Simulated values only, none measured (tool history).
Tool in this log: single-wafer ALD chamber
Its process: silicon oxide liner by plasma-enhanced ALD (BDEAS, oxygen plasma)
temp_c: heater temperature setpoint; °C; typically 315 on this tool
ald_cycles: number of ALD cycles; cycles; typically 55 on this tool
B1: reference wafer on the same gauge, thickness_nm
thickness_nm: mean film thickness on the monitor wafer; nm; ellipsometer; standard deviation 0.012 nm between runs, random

Run 1, day 0.000: usual settings but temp_c 305 °C; B1 4.791. Result: thickness_nm 4.955 nm.
Run 2, day 0.654: usual settings but temp_c 305 °C; B1 4.786. Result: thickness_nm 4.982 nm.
Run 3, day 0.933: usual settings but temp_c 305 °C; B1 4.791. Result: thickness_nm 4.971 nm.
Run 4, day 1.462: usual settings but ald_cycles 59 cycles; B1 4.791. Result: thickness_nm 5.236 nm.
Run 5, day 1.850: usual settings; B1 4.789. Result: thickness_nm 4.907 nm.
Run 6, day 2.242: usual settings; B1 4.790. Result: thickness_nm 4.917 nm.
Run 7, day 2.521: usual settings; B1 4.789. Result: thickness_nm 4.890 nm.
Run 8, day 3.238: usual settings; B1 4.790. Result: thickness_nm 4.902 nm.
Run 9, day 3.967: usual settings; B1 4.789. Result: thickness_nm 4.915 nm.
Run 10, day 5.738: usual settings; B1 4.794. Result: thickness_nm 4.897 nm.
Run 11, day 6.017: usual settings; B1 4.789. Result: thickness_nm 4.906 nm.
Run 12, day 6.558: usual settings; B1 4.787. Result: thickness_nm 4.912 nm.
At day 7.588: thermocouple changed; heater temperature recalibrated.
Run 13, day 7.608: usual settings; B1 4.793. Result: thickness_nm 4.909 nm.
Run 14, day 7.883: usual settings; B1 4.791. Result: thickness_nm 4.918 nm.
Run 15, day 8.475: usual settings; B1 4.791. Result: thickness_nm 4.894 nm.
Run 16, day 8.771: usual settings; B1 4.791. Result: thickness_nm 4.903 nm.
Run 17, day 9.121: usual settings; B1 4.790. Result: thickness_nm 4.900 nm.
Run 18, day 9.858: usual settings; B1 4.787. Result: thickness_nm 4.891 nm.
Run 19, day 10.121: usual settings; B1 4.791. Result: thickness_nm 4.909 nm.
Run 20, day 10.829: usual settings; B1 4.791. Result: thickness_nm 4.900 nm.
Run 21, day 11.554: usual settings; B1 4.791. Result: thickness_nm 4.897 nm.
Run 22, day 12.054: usual settings; B1 4.789. Result: thickness_nm 4.909 nm.
Run 23, day 12.529: usual settings; B1 4.789. Result: thickness_nm 4.928 nm.
Run 24, day 13.046: usual settings but temp_c 320 °C, ald_cycles 61 cycles; B1 4.791. Result: thickness_nm 5.379 nm.
Run 25, day 13.625: usual settings but temp_c 323 °C; B1 4.790. Result: thickness_nm 4.832 nm.
Run 26, day 14.117: usual settings; B1 4.787. Result: thickness_nm 4.883 nm.
Run 27, day 14.746: usual settings; B1 4.793. Result: thickness_nm 4.899 nm.
Run 28, day 15.058: usual settings but ald_cycles 47 cycles; B1 4.791. Result: thickness_nm 4.200 nm.
Run 29, day 15.400: usual settings but temp_c 305 °C, ald_cycles 63 cycles; B1 4.789. Result: thickness_nm 5.697 nm.
Run 30, day 15.992: usual settings but temp_c 303 °C, ald_cycles 47 cycles; B1 4.793. Result: thickness_nm 4.269 nm.
Run 31, day 16.538: usual settings but temp_c 319 °C; B1 4.791. Result: thickness_nm 4.874 nm.
Run 32, day 17.133: usual settings but ald_cycles 58 cycles; B1 4.796. Result: thickness_nm 5.167 nm.
Run 33, day 17.625: usual settings; B1 4.790. Result: thickness_nm 4.891 nm.
Run 34, day 18.042: usual settings; B1 4.792. Result: thickness_nm 4.912 nm.
At day 18.562: gauge calibrated.
Run 35, day 18.600: usual settings but temp_c 321 °C, ald_cycles 59 cycles; B1 4.793. Result: thickness_nm 5.229 nm.
Run 36, day 18.988: usual settings but temp_c 325 °C; B1 4.793. Result: thickness_nm 4.830 nm.
Run 37, day 19.421: usual settings but ald_cycles 65 cycles; B1 4.793. Result: thickness_nm 5.812 nm.
Run 38, day 20.000: usual settings; B1 4.791. Result: thickness_nm 4.878 nm.
Run 39, day 20.367: usual settings but temp_c 319 °C, ald_cycles 65 cycles; B1 4.794. Result: thickness_nm 5.749 nm.
Run 40, day 20.875: usual settings but temp_c 302 °C, ald_cycles 49 cycles; B1 4.791. Result: thickness_nm 4.454 nm.
Run 41, day 21.562: usual settings but temp_c 307 °C, ald_cycles 51 cycles; B1 4.790. Result: thickness_nm 4.578 nm.
Run 42, day 22.117: usual settings but temp_c 327 °C, ald_cycles 45 cycles; B1 4.788. Result: thickness_nm 3.940 nm.
Run 43, day 22.583: usual settings but temp_c 321 °C; B1 4.790. Result: thickness_nm 4.848 nm.
Run 44, day 23.167: usual settings but temp_c 326 °C; B1 4.788. Result: thickness_nm 4.839 nm.
Run 45, day 23.508: usual settings; B1 4.792. Result: thickness_nm 4.898 nm.
Run 46, day 23.862: usual settings but temp_c 325 °C, ald_cycles 58 cycles; B1 4.792. Result: thickness_nm 5.109 nm.

What the log doesn't show, run by run:
wafer temperature above the value expected at the setpoint (K): 0 in every run
gauge reads high (%): 0 in every run
